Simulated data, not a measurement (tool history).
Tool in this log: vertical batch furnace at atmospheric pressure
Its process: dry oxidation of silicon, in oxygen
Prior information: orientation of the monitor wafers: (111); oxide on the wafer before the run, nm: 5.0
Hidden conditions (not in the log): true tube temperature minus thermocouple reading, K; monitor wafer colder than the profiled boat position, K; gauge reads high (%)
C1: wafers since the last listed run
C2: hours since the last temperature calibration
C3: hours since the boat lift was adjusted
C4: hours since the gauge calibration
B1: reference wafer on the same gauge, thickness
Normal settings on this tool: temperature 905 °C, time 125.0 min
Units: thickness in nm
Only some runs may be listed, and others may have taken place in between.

run 1 hour=0.0 | temperature=905 time=125.0 | C1=0 C2=4202.5 C3=3624.7 C4=1100.0 | B1=56.61 | thickness=49.10
run 2 hour=111.0 | temperature=905 time=125.0 | C1=1171 C2=4313.5 C3=3735.7 C4=1211.0 | B1=56.63 | thickness=49.28
run 3 hour=184.8 | temperature=905 time=125.0 | C1=778 C2=4387.3 C3=3809.5 C4=1284.8 | B1=56.55 | thickness=49.58
run 4 hour=268.5 | temperature=899 time=125.0 | C1=883 C2=4471.0 C3=3893.2 C4=1368.5 | B1=56.60 | thickness=46.60
run 5 hour=344.5 | temperature=905 time=125.0 | C1=802 C2=4547.0 C3=3969.2 C4=1444.5 | B1=56.59 | thickness=49.72
run 6 hour=401.4 | temperature=905 time=125.0 | C1=600 C2=4603.9 C3=4026.1 C4=1501.4 | B1=56.57 | thickness=49.93
run 7 hour=480.6 | temperature=905 time=125.0 | C1=835 C2=4683.1 C3=4105.3 C4=1580.6 | B1=56.60 | thickness=49.64
run 8 hour=613.8 | temperature=905 time=125.0 | C1=1405 C2=4816.3 C3=4238.5 C4=1713.8 | B1=56.70 | thickness=49.89
run 9 hour=697.1 | temperature=905 time=125.0 | C1=879 C2=4899.6 C3=4321.8 C4=1797.1 | B1=56.55 | thickness=49.92
-- hour=755.3 gauge calibrated
run 10 hour=771.0 | temperature=905 time=125.0 | C1=779 C2=4973.5 C3=4395.7 C4=15.7 | B1=56.60 | thickness=49.59
-- hour=888.3 thermocouples replaced and temperature profile calibrated
run 11 hour=888.8 | temperature=905 time=125.0 | C1=989 C2=0.5 C3=4513.5 C4=133.5 | B1=56.60 | thickness=47.61
run 12 hour=925.6 | temperature=905 time=125.0 | C1=388 C2=37.3 C3=4550.3 C4=170.3 | B1=56.57 | thickness=47.43
-- hour=993.4 boat lift adjusted
run 13 hour=1019.0 | temperature=905 time=125.0 | C1=732 C2=130.7 C3=25.6 C4=263.7 | B1=56.61 | thickness=47.35
run 14 hour=1081.9 | temperature=905 time=125.0 | C1=663 C2=193.6 C3=88.5 C4=326.6 | B1=56.62 | thickness=47.74
run 15 hour=1118.5 | temperature=920 time=141.5 | C1=386 C2=230.2 C3=125.1 C4=363.2 | B1=56.54 | thickness=59.81
run 16 hour=1157.0 | temperature=905 time=125.0 | C1=406 C2=268.7 C3=163.6 C4=401.7 | B1=56.62 | thickness=47.83
run 17 hour=1214.6 | temperature=918 time=149.5 | C1=607 C2=326.3 C3=221.2 C4=459.3 | B1=56.63 | thickness=61.03
run 18 hour=1278.9 | temperature=916 time=125.0 | C1=678 C2=390.6 C3=285.5 C4=523.6 | B1=56.58 | thickness=53.02
run 19 hour=1339.5 | temperature=890 time=144.0 | C1=639 C2=451.2 C3=346.1 C4=584.2 | B1=56.57 | thickness=45.04
run 20 hour=1424.2 | temperature=891 time=125.0 | C1=893 C2=535.9 C3=430.8 C4=668.9 | B1=56.64 | thickness=41.44
run 21 hour=1524.8 | temperature=905 time=125.0 | C1=1061 C2=636.5 C3=531.4 C4=769.5 | B1=56.62 | thickness=47.87
run 22 hour=1617.3 | temperature=920 time=125.0 | C1=976 C2=729.0 C3=623.9 C4=862.0 | B1=56.58 | thickness=54.93
run 23 hour=1709.1 | temperature=905 time=125.0 | C1=968 C2=820.8 C3=715.7 C4=953.8 | B1=56.54 | thickness=47.51
run 24 hour=1798.3 | temperature=924 time=125.0 | C1=941 C2=910.0 C3=804.9 C4=1043.0 | B1=56.62 | thickness=57.21
run 25 hour=1872.7 | temperature=924 time=90.0 | C1=785 C2=984.4 C3=879.3 C4=1117.4 | B1=56.62 | thickness=45.74
run 26 hour=1935.2 | temperature=923 time=125.0 | C1=659 C2=1046.9 C3=941.8 C4=1179.9 | B1=56.60 | thickness=56.59
run 27 hour=2022.6 | temperature=930 time=92.0 | C1=922 C2=1134.3 C3=1029.2 C4=1267.3 | B1=56.64 | thickness=49.00
run 28 hour=2065.4 | temperature=912 time=179.5 | C1=451 C2=1177.1 C3=1072.0 C4=1310.1 | B1=56.57 | thickness=65.51

Results for each run, recomputed without the tool's hidden state and with each run's random variation untouched:
run=1 thickness=47.23
run=2 thickness=47.30
run=3 thickness=47.53
run=4 thickness=44.60
run=5 thickness=47.52
run=6 thickness=47.67
run=7 thickness=47.31
run=8 thickness=47.42
run=9 thickness=47.37
run=10 thickness=46.98
run=11 thickness=47.47
run=12 thickness=47.28
run=13 thickness=47.20
run=14 thickness=47.60
run=15 thickness=59.63
run=16 thickness=47.68
run=17 thickness=60.84
run=18 thickness=52.85
run=19 thickness=44.88
run=20 thickness=41.29
run=21 thickness=47.69
run=22 thickness=54.71
run=23 thickness=47.30
run=24 thickness=56.96
run=25 thickness=45.53
run=26 thickness=56.31
run=27 thickness=48.75
run=28 thickness=65.12

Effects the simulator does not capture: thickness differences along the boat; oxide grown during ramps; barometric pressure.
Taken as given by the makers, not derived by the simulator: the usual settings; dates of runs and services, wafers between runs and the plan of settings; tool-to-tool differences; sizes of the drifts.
